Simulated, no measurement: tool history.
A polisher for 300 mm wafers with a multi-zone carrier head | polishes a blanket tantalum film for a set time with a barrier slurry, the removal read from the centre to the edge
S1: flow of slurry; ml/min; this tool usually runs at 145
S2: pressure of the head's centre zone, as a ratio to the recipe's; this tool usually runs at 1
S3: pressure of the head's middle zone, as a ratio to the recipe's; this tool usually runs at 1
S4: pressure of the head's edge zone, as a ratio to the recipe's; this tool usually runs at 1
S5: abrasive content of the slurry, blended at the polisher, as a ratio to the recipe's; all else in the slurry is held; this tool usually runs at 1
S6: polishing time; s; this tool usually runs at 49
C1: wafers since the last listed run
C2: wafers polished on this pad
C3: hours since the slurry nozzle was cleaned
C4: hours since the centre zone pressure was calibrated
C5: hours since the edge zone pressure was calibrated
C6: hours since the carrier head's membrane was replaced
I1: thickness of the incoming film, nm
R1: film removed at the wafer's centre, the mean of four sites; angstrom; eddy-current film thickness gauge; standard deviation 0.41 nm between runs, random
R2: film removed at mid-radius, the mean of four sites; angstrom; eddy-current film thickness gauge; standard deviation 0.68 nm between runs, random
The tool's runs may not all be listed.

{"run": 1, "day": 0.0, "S1": 145, "S2": 1, "S3": 1, "S4": 1, "S5": 1, "S6": 49, "C1": 0, "C2": 30, "C3": 45.8, "C4": 870.9, "C5": 341.5, "C6": 1034.2, "I1": 232.3, "R1": 618, "R2": 619}
{"day": 2.796, "done": "centre zone pressure recalibrated"}
{"day": 3.025, "done": "edge zone pressure recalibrated"}
{"run": 2, "day": 8.771, "S1": 145, "S2": 1, "S3": 1, "S4": 1, "S5": 1.2, "S6": 49, "C1": 1714, "C2": 1745, "C3": 256.3, "C4": 143.4, "C5": 137.9, "C6": 1244.7, "I1": 227.7, "R1": 635, "R2": 632}
{"run": 3, "day": 10.375, "S1": 145, "S2": 1, "S3": 1, "S4": 1, "S5": 1.2, "S6": 49, "C1": 319, "C2": 2064, "C3": 294.8, "C4": 181.9, "C5": 176.4, "C6": 1283.2, "I1": 229.4, "R1": 634, "R2": 621}
{"run": 4, "day": 13.204, "S1": 145, "S2": 1, "S3": 1, "S4": 1, "S5": 1.2, "S6": 49, "C1": 563, "C2": 2628, "C3": 362.7, "C4": 249.8, "C5": 244.3, "C6": 1351.1, "I1": 232.4, "R1": 621, "R2": 629}
{"day": 16.225, "done": "worn pad replaced by a new one"}
{"run": 5, "day": 17.067, "S1": 145, "S2": 1, "S3": 1, "S4": 1, "S5": 1, "S6": 49, "C1": 736, "C2": 167, "C3": 455.4, "C4": 342.5, "C5": 337, "C6": 1443.8, "I1": 230.6, "R1": 614, "R2": 610}
{"day": 19.079, "done": "edge zone pressure recalibrated"}
{"run": 6, "day": 19.417, "S1": 145, "S2": 1, "S3": 1, "S4": 1, "S5": 1, "S6": 49, "C1": 451, "C2": 619, "C3": 511.8, "C4": 398.9, "C5": 8.1, "C6": 1500.2, "I1": 231.2, "R1": 617, "R2": 608}
{"run": 7, "day": 22.85, "S1": 145, "S2": 1, "S3": 1, "S4": 1, "S5": 1, "S6": 49, "C1": 683, "C2": 1302, "C3": 594.2, "C4": 481.3, "C5": 90.5, "C6": 1582.6, "I1": 229.7, "R1": 609, "R2": 614}
{"day": 24.729, "done": "carrier head's membrane replaced by a new one, of another model than before"}
{"run": 8, "day": 25.712, "S1": 145, "S2": 1, "S3": 1, "S4": 1, "S5": 1, "S6": 49, "C1": 528, "C2": 1831, "C3": 662.9, "C4": 550, "C5": 159.2, "C6": 23.6, "I1": 229.5, "R1": 612, "R2": 588}
{"run": 9, "day": 28.638, "S1": 145, "S2": 1.04, "S3": 1, "S4": 1, "S5": 1, "S6": 49, "C1": 582, "C2": 2414, "C3": 733.1, "C4": 620.2, "C5": 229.4, "C6": 93.8, "I1": 230.6, "R1": 637, "R2": 595}
{"run": 10, "day": 30.762, "S1": 145, "S2": 0.94, "S3": 1, "S4": 1, "S5": 1, "S6": 49, "C1": 423, "C2": 2837, "C3": 784.1, "C4": 671.2, "C5": 280.4, "C6": 144.8, "I1": 231, "R1": 561, "R2": 596}
{"day": 31.467, "done": "worn pad replaced by a new one"}
{"day": 33.538, "done": "slurry nozzle cleaned"}
{"run": 11, "day": 34.346, "S1": 145, "S2": 1, "S3": 1.04, "S4": 1, "S5": 1, "S6": 49, "C1": 672, "C2": 565, "C3": 19.4, "C4": 757.2, "C5": 366.4, "C6": 230.8, "I1": 230.5, "R1": 613, "R2": 643}
{"run": 12, "day": 36.779, "S1": 145, "S2": 0.97, "S3": 1.03, "S4": 1, "S5": 0.75, "S6": 49, "C1": 484, "C2": 1050, "C3": 77.8, "C4": 815.6, "C5": 424.8, "C6": 289.2, "I1": 231.1, "R1": 563, "R2": 611}
{"day": 37.446, "done": "edge zone pressure recalibrated"}
{"run": 13, "day": 39.212, "S1": 145, "S2": 1, "S3": 1, "S4": 1, "S5": 1, "S6": 49, "C1": 468, "C2": 1518, "C3": 136.2, "C4": 874, "C5": 42.4, "C6": 347.6, "I1": 230.9, "R1": 612, "R2": 606}
{"day": 41.817, "done": "centre zone pressure recalibrated"}
{"run": 14, "day": 43.429, "S1": 145, "S2": 1, "S3": 1.1, "S4": 1, "S5": 1, "S6": 49, "C1": 823, "C2": 2341, "C3": 237.4, "C4": 38.7, "C5": 143.6, "C6": 448.8, "I1": 226.9, "R1": 610, "R2": 683}
{"run": 15, "day": 45.817, "S1": 145, "S2": 0.91, "S3": 1.09, "S4": 1, "S5": 1, "S6": 49, "C1": 475, "C2": 2817, "C3": 294.7, "C4": 96, "C5": 200.9, "C6": 506.1, "I1": 228.4, "R1": 534, "R2": 670}
{"day": 47.954, "done": "worn pad replaced by a new one"}
{"day": 52.817, "done": "edge zone pressure recalibrated"}
{"run": 16, "day": 53.271, "S1": 145, "S2": 1, "S3": 0.91, "S4": 0.94, "S5": 1, "S6": 49, "C1": 1435, "C2": 1042, "C3": 473.6, "C4": 274.9, "C5": 10.9, "C6": 685, "I1": 226.9, "R1": 609, "R2": 541}
{"run": 17, "day": 54.854, "S1": 145, "S2": 0.95, "S3": 0.91, "S4": 0.95, "S5": 0.8, "S6": 49, "C1": 315, "C2": 1358, "C3": 511.6, "C4": 312.9, "C5": 48.9, "C6": 723, "I1": 229.4, "R1": 550, "R2": 505}
{"run": 18, "day": 59.212, "S1": 145, "S2": 1, "S3": 1, "S4": 1, "S5": 1, "S6": 49, "C1": 868, "C2": 2226, "C3": 616.2, "C4": 417.5, "C5": 153.5, "C6": 827.6, "I1": 229, "R1": 606, "R2": 597}
{"day": 62.521, "done": "worn pad replaced by a new one"}
{"run": 19, "day": 62.554, "S1": 120, "S2": 1, "S3": 1, "S4": 1, "S5": 1, "S6": 49, "C1": 632, "C2": 6, "C3": 696.4, "C4": 497.7, "C5": 233.7, "C6": 907.8, "I1": 231.7, "R1": 587, "R2": 589}
{"run": 20, "day": 65.267, "S1": 145, "S2": 1.12, "S3": 0.92, "S4": 0.92, "S5": 1, "S6": 49, "C1": 540, "C2": 546, "C3": 761.5, "C4": 562.8, "C5": 298.8, "C6": 972.9, "I1": 228.1, "R1": 698, "R2": 534}
{"run": 21, "day": 67.142, "S1": 145, "S2": 1, "S3": 1, "S4": 1, "S5": 0.85, "S6": 49, "C1": 373, "C2": 920, "C3": 806.5, "C4": 607.8, "C5": 343.8, "C6": 1017.9, "I1": 225.4, "R1": 597, "R2": 588}
{"day": 69.621, "done": "slurry nozzle cleaned"}
{"day": 69.842, "done": "edge zone pressure recalibrated"}
{"run": 22, "day": 71.596, "S1": 145, "S2": 1, "S3": 1.12, "S4": 1, "S5": 1.1, "S6": 49, "C1": 862, "C2": 1782, "C3": 47.4, "C4": 714.7, "C5": 42.1, "C6": 1124.8, "I1": 229.3, "R1": 626, "R2": 718}

Predict each of these 3 candidate next runs independently; none follows another, all start after run 22:
{"run": "A", "day": 71.612, "S1": 145, "S2": 1, "S3": 1, "S4": 1, "S5": 1, "S6": 49, "C1": 3, "C2": 1785, "C3": 47.8, "C4": 715.1, "C5": 42.5, "C6": 1125.2, "I1": 229.2, "R1": "?", "R2": "?"}
{"run": "B", "day": 71.612, "S1": 165, "S2": 1, "S3": 1, "S4": 1, "S5": 1, "S6": 49, "C1": 3, "C2": 1785, "C3": 47.8, "C4": 715.1, "C5": 42.5, "C6": 1125.2, "I1": 229.2, "R1": "?", "R2": "?"}
{"run": "C", "day": 71.612, "S1": 120, "S2": 0.95, "S3": 1, "S4": 1, "S5": 0.9, "S6": 49, "C1": 3, "C2": 1785, "C3": 47.8, "C4": 715.1, "C5": 42.5, "C6": 1125.2, "I1": 229.2, "R1": "?", "R2": "?"}

run=A R1=609 R2=600
run=B R1=625 R2=614
run=C R1=538 R2=566
What these runs would have given with no unlogged condition in the tool:
run=A R1=623 R2=613
run=B R1=639 R2=627
run=C R1=550 R2=579
